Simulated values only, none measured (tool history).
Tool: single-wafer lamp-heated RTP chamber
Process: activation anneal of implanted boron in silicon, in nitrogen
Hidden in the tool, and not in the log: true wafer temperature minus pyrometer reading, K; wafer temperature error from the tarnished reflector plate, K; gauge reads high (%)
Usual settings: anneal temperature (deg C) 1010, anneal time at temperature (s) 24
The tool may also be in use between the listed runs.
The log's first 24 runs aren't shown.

| run | hour | anneal temperature (deg C) | anneal time at temperature (s) | wafers since the last listed run | wafers since the last pyrometer calibration | wafers since the reflector plate was cleaned | hours since the gauge calibration | read-back reference wafer on the same gauge, sheet resistance | sheet resistance of the implanted and annealed layer (ohm/square) |
|---|---|---|---|---|---|---|---|---|---|
| 25 | 1429.6 | 998 | 24 | 1023 | 1769 | 2173 | 613.8 | 87.30 | 101.74 |
| 26 | 1486.8 | 1025 | 32 | 885 | 2655 | 3059 | 671.0 | 87.32 | 93.40 |
| 27 | 1532.7 | 1032 | 37 | 710 | 3366 | 3769 | 716.9 | 87.47 | 92.22 |
| 28 | 1571.7 | 993 | 29 | 603 | 3970 | 4373 | 755.9 | 87.37 | 101.74 |
|  | 1609.4 | gauge calibrated |
| 29 | 1614.7 | 1010 | 24 | 665 | 4636 | 5039 | 5.3 | 87.41 | 98.26 |
|  | 1656.2 | reflector plate cleaned |
|  | 1663.3 | pyrometer window cleaned and pyrometer calibrated |
| 30 | 1663.8 | 1010 | 24 | 526 | 7 | 7 | 54.4 | 87.42 | 98.67 |
| 31 | 1691.8 | 1010 | 24 | 433 | 440 | 440 | 82.4 | 87.35 | 98.91 |
| 32 | 1746.6 | 997 | 10 | 848 | 1289 | 1289 | 137.2 | 87.54 | 107.44 |
| 33 | 1810.5 | 980 | 24 | 989 | 2278 | 2278 | 201.1 | 87.42 | 111.18 |

Forecast each of these 4 alternatives for the next run:
| A | 1810.9 | 983 | 24 | 6 | 2285 | 2285 | 201.5 | ? | ? |
| B | 1810.9 | 998 | 13 | 6 | 2285 | 2285 | 201.5 | ? | ? |
| C | 1810.9 | 1021 | 38 | 6 | 2285 | 2285 | 201.5 | ? | ? |
| D | 1810.9 | 1010 | 34 | 6 | 2285 | 2285 | 201.5 | ? | ? |

| run | read-back reference wafer on the same gauge, sheet resistance | sheet resistance of the implanted and annealed layer (ohm/square) |
|---|---|---|
| A | 87.43 | 108.32 |
| B | 87.43 | 104.42 |
| C | 87.43 | 93.66 |
| D | 87.43 | 96.60 |
Without the tool's hidden state the same runs would have given:
| run | sheet resistance of the implanted and annealed layer (ohm/square) |
|---|---|
| A | 109.16 |
| B | 105.06 |
| C | 93.97 |
| D | 96.97 |
